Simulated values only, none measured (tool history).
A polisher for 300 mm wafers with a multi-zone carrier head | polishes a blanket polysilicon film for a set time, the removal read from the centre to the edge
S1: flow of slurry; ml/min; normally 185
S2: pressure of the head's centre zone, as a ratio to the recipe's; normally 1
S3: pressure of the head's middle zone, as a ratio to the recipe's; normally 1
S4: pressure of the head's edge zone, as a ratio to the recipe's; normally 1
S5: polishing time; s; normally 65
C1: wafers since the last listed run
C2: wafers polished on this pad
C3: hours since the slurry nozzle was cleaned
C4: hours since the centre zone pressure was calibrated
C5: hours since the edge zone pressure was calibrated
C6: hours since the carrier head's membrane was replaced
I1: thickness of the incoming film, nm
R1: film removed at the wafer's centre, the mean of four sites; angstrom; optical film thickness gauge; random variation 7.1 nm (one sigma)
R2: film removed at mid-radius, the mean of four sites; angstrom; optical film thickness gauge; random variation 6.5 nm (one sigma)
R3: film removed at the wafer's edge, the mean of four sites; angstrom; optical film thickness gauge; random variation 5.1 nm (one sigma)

run   hour   S1    S2    S3    S4  S5   C1   C2     C3     C4     C5     C6      I1    R1    R2    R3
  1      0  185     1  0.92     1  65    0  303   87.7    501  105.3  856.5  1354.8  4961  4620  5068
  2   35.9  185     1     1     1  65  191  494  123.6  536.9  141.2  892.4  1353.3  4937  4848  5022
  3   49.6  185  1.04     1   1.1  65   72  567  137.3  550.6  154.9  906.1  1365.8  5152  4896  5221
  4   55.7  155     1  0.95     1  65   32  599  143.4  556.7    161  912.2  1362.8  4916  4677  4888
      67.2  -- worn pad replaced by a new one
  5   68.2  185     1   0.9  1.11  65   45    5  155.9  569.2  173.5  924.7  1369.5  4894  4435  5360
      83.8  -- carrier head's membrane replaced by a new one
  6   84.3  185     1  1.05   0.9  51   59   64    172  585.3  189.6    0.5  1380.3  3827  4002  3796
  7   93.1  185     1     1     1  65   46  111  180.8  594.1  198.4    9.3  1380.3  5008  4909  5054
  8  101.5  185  0.94     1  1.04  65   44  156  189.2  602.5  206.8   17.7  1364.9  4690  4968  5140
  9  108.4  150  1.03     1     1  82   36  192  196.1  609.4  213.7   24.6  1370.6  6275  6045  6258
 10    115  185  0.91  0.94     1  65   35  228  202.7    616  220.3   31.2  1375.4  4519  4647  5053
 11  129.1  185     1     1     1  65   75  303  216.8  630.1  234.4   45.3  1382.3  4992  4846  5102
     132.7  -- centre zone pressure recalibrated
 12  143.4  185  1.11     1     1  75   65  368  231.1   10.7  248.7   59.6  1367.9  6190  5720  5775
       152  -- slurry nozzle cleaned
 13  155.5  145     1     1     1  65   59  427    3.5   22.8  260.8   71.7  1370.3  4697  4644  4913
 14  165.4  185     1     1     1  65   52  480   13.4   32.7  270.7   81.6  1346.2  4825  4905  5091
     171.3  -- worn pad replaced by a new one
 15  171.9  185     1     1     1  57   13    3   19.9   39.2  277.2   88.1  1364.9  4394  4428  4437
 16  185.6  145  1.05     1  0.97  87   72   76   33.6   52.9  290.9  101.8  1344.7  6585  6247  6513
 17  204.4  230   0.9     1     1  65  100  176   52.4   71.7  309.7  120.6  1354.8  4847  4927  5160
 18  221.6  140     1     1  0.96  65   91  267   69.6   88.9  326.9  137.8  1371.4  4670  4670  4846
 19  229.4  185     1  1.11  1.08  42   41  309   77.4   96.7  334.7  145.6  1352.4  3163  3451  3346
 20  238.2  185  0.94   1.1  1.04  59   46  356   86.2  105.5  343.5  154.4  1378.3  4322  4793  4725
 21  251.8  185  1.09     1     1  65   72  428   99.8  119.1  357.1    168  1363.7  5457  4944  5112
 22  265.6  185     1     1     1  65   73  502  113.6  132.9  370.9  181.8    1385  4998  5054  5047

What the log doesn't show, run by run:
removal rate lost through wear of the pad, %: 0 at every run
slurry flow missing at the pad, %: 0 at every run
deviation of the centre zone's pressure from its setpoint, %: 0 at every run
deviation of the edge zone's pressure from its setpoint, %: 0 at every run

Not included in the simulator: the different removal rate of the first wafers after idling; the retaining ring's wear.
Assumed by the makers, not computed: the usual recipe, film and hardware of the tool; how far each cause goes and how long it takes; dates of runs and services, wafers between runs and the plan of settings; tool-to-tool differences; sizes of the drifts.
